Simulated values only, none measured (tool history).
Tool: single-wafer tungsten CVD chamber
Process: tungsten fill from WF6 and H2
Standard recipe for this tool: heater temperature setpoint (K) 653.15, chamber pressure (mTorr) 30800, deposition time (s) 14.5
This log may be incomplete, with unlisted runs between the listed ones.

run	day	heater temperature setpoint (K)	chamber pressure (mTorr)	deposition time (s)	wafers since the last listed run	hours since the last thermocouple change	hours since the last manometer calibration	hours since the showerhead was replaced	hours since the gauge calibration	read-back reference wafer on the same gauge, thickness_nm	mean film thickness on the monitor wafer (nm)
1	0.000	653.15	30800	14.5	0	1723.0	1908.8	8241.5	602.8	28.447	28.890
2	0.888	653.15	30800	14.5	615	1744.3	1930.1	8262.8	624.1	28.509	28.560
3	1.983	653.15	30800	14.5	759	1770.6	1956.4	8289.1	650.4	28.516	28.789
4	2.612	653.15	30800	14.5	436	1785.7	1971.5	8304.2	665.5	28.458	28.680
5	4.025	653.15	30800	14.5	978	1819.6	2005.4	8338.1	699.4	28.503	28.695
6	4.900	647.15	30800	14.5	606	1840.6	2026.4	8359.1	720.4	28.504	25.736
7	6.242	647.15	30800	14.5	929	1872.8	2058.6	8391.3	752.6	28.522	25.743
8	6.988	653.15	26400	14.5	516	1890.7	2076.5	8409.2	770.5	28.487	25.110
9	7.808	653.15	30800	14.5	568	1910.4	2096.2	8428.9	790.2	28.514	28.888
10	8.838	653.15	30800	14.5	713	1935.1	2120.9	8453.6	814.9	28.512	28.922
11	10.300	653.15	30800	14.5	1013	1970.2	2156.0	8488.7	850.0	28.479	28.725
12	11.358	653.15	30800	14.5	733	1995.6	2181.4	8514.1	875.4	28.456	28.694
# day 11.896: gauge calibrated
# day 12.379: thermocouple changed; heater temperature recalibrated
13	12.812	653.15	30800	14.5	776	10.4	2216.3	8549.0	22.0	28.506	28.968
14	13.796	653.15	30800	14.5	681	34.0	2239.9	8572.6	45.6	28.492	28.921
15	15.117	653.15	30800	14.5	915	65.7	2271.6	8604.3	77.3	28.419	28.752
16	16.433	648.15	34600	16.6	912	97.3	2303.2	8635.9	108.9	28.559	32.957
# day 17.667: showerhead replaced
# day 18.725: capacitance manometer re-zeroed and calibrated
17	19.983	644.15	28500	12.7	1998	182.5	30.2	55.6	194.1	28.498	19.038
18	21.250	662.15	25900	13.7	877	212.9	60.6	86.0	224.5	28.518	26.277
19	21.912	653.15	30800	12.1	459	228.8	76.5	101.9	240.4	28.529	23.053
20	22.546	653.15	23900	14.5	438	244.0	91.7	117.1	255.6	28.509	22.122
21	23.850	667.15	27000	12.2	903	275.3	123.0	148.4	286.9	28.501	26.414
22	25.312	653.15	30800	14.5	1013	310.4	158.1	183.5	322.0	28.536	27.621
23	26.667	647.15	30800	14.5	938	342.9	190.6	216.0	354.5	28.516	24.943
24	27.821	653.15	30800	14.5	799	370.6	218.3	243.7	382.2	28.479	27.832
25	28.325	653.15	30800	14.5	349	382.7	230.4	255.8	394.3	28.489	27.894
26	29.346	653.15	30800	14.5	707	407.2	254.9	280.3	418.8	28.549	27.884
27	30.350	665.15	30800	13.1	695	431.3	279.0	304.4	442.9	28.492	31.146
28	31.704	653.15	35000	14.5	938	463.8	311.5	336.9	475.4	28.516	30.897
29	32.917	653.15	30800	16.0	840	492.9	340.6	366.0	504.5	28.445	30.984
30	33.812	653.15	24100	16.7	620	514.4	362.1	387.5	526.0	28.475	25.984

For each run, the measured value with the value that run would have given without the tool's hidden condition subtracted. The run-to-run variation is shared by both, the gauge scatter possibly not:
What the log doesn't record here: wafer temperature above the value expected at the setpoint (K); true pressure above the setpoint (%); gauge reads high (%).
run	mean film thickness on the monitor wafer (nm)
1	+1.748
2	+1.732
3	+1.750
4	+1.747
5	+1.754
6	+1.576
7	+1.581
8	+1.573
9	+1.780
10	+1.786
11	+1.779
12	+1.780
13	+1.803
14	+1.802
15	+1.796
16	+2.033
17	+0.319
18	+0.505
19	+0.459
20	+0.479
21	+0.619
22	+0.698
23	+0.681
24	+0.804
25	+0.825
26	+0.863
27	+1.004
28	+1.033
29	+1.095
30	+0.970

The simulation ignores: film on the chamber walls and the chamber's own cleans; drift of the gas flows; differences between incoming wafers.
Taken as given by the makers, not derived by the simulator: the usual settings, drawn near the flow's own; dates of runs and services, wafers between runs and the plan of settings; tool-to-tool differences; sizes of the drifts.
